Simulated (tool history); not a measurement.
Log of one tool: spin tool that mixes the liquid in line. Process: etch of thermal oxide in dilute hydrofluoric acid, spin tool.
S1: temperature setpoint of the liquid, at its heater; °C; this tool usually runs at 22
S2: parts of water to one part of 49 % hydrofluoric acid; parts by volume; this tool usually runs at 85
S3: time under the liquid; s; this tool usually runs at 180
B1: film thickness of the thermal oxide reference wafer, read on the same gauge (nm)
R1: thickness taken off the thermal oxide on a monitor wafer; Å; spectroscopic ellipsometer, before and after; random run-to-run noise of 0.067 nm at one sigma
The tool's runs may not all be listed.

Run 1, hour 0: usual settings but S1 25.5 °C; B1 29.99. Result: R1 108 Å.
Run 2, hour 59.6: usual settings but S2 70 parts by volume; B1 29.99. Result: R1 115.7 Å.
Run 3, hour 145.9: usual settings but S2 70 parts by volume; B1 30. Result: R1 116.5 Å.
At hour 184.1: gauge calibrated.
Run 4, hour 226.2: usual settings; B1 30.01. Result: R1 93.2 Å.
Run 5, hour 285.5: usual settings but S3 220 s; B1 30.01. Result: R1 112.9 Å.
Run 6, hour 330: usual settings but S3 220 s; B1 29.99. Result: R1 113.7 Å.
At hour 359.8: thermometer replaced.
Run 7, hour 416.7: usual settings; B1 30. Result: R1 100.9 Å.
Run 8, hour 465: usual settings but S1 23.5 °C, S3 95 s; B1 30. Result: R1 56.9 Å.
Run 9, hour 538.4: usual settings but S1 27 °C, S2 75 parts by volume, S3 105 s; B1 29.99. Result: R1 83.1 Å.
At hour 566.9: hydrofluoric acid flow meter replaced.
Run 10, hour 605.1: usual settings but S1 23.5 °C, S2 105 parts by volume; B1 29.98. Result: R1 84.5 Å.
Run 11, hour 680.9: usual settings but S1 25 °C, S2 105 parts by volume, S3 105 s; B1 30.01. Result: R1 52.3 Å.
Run 12, hour 751.3: usual settings but S1 19 °C, S3 115 s; B1 30. Result: R1 56.3 Å.
At hour 786.4: gauge calibrated.
Run 13, hour 802.4: usual settings; B1 29.99. Result: R1 100.9 Å.
Run 14, hour 880.4: usual settings but S1 17.5 °C, S2 105 parts by volume, S3 210 s; B1 30. Result: R1 76.2 Å.
Run 15, hour 1132.6: usual settings but S2 100 parts by volume, S3 70 s; B1 30.01. Result: R1 32.1 Å.
Run 16, hour 1185.1: usual settings; B1 29.99. Result: R1 97.8 Å.

Here are 5 independent what-if runs from the current tool condition. What would each one return?
Run A, hour 1185.6: usual settings; B1 ?. Result: R1 ?.
Run B, hour 1185.6: usual settings but S1 26 °C, S2 65 parts by volume, S3 210 s; B1 ?. Result: R1 ?.
Run C, hour 1185.6: usual settings but S1 23.5 °C, S3 100 s; B1 ?. Result: R1 ?.
Run D, hour 1185.6: usual settings but S1 24.5 °C, S3 80 s; B1 ?. Result: R1 ?.
Run E, hour 1185.6: usual settings but S2 115 parts by volume; B1 ?. Result: R1 ?.

run     B1     R1
  A  30.02   98.7
  B  30.02  181.8
  C  30.02   58.3
  D  30.02   48.6
  E  30.02   70.5
With no hidden state in the tool, these same runs would have given:
run     R1
  A    103
  B  189.5
  C   60.8
  D   50.7
  E   73.5
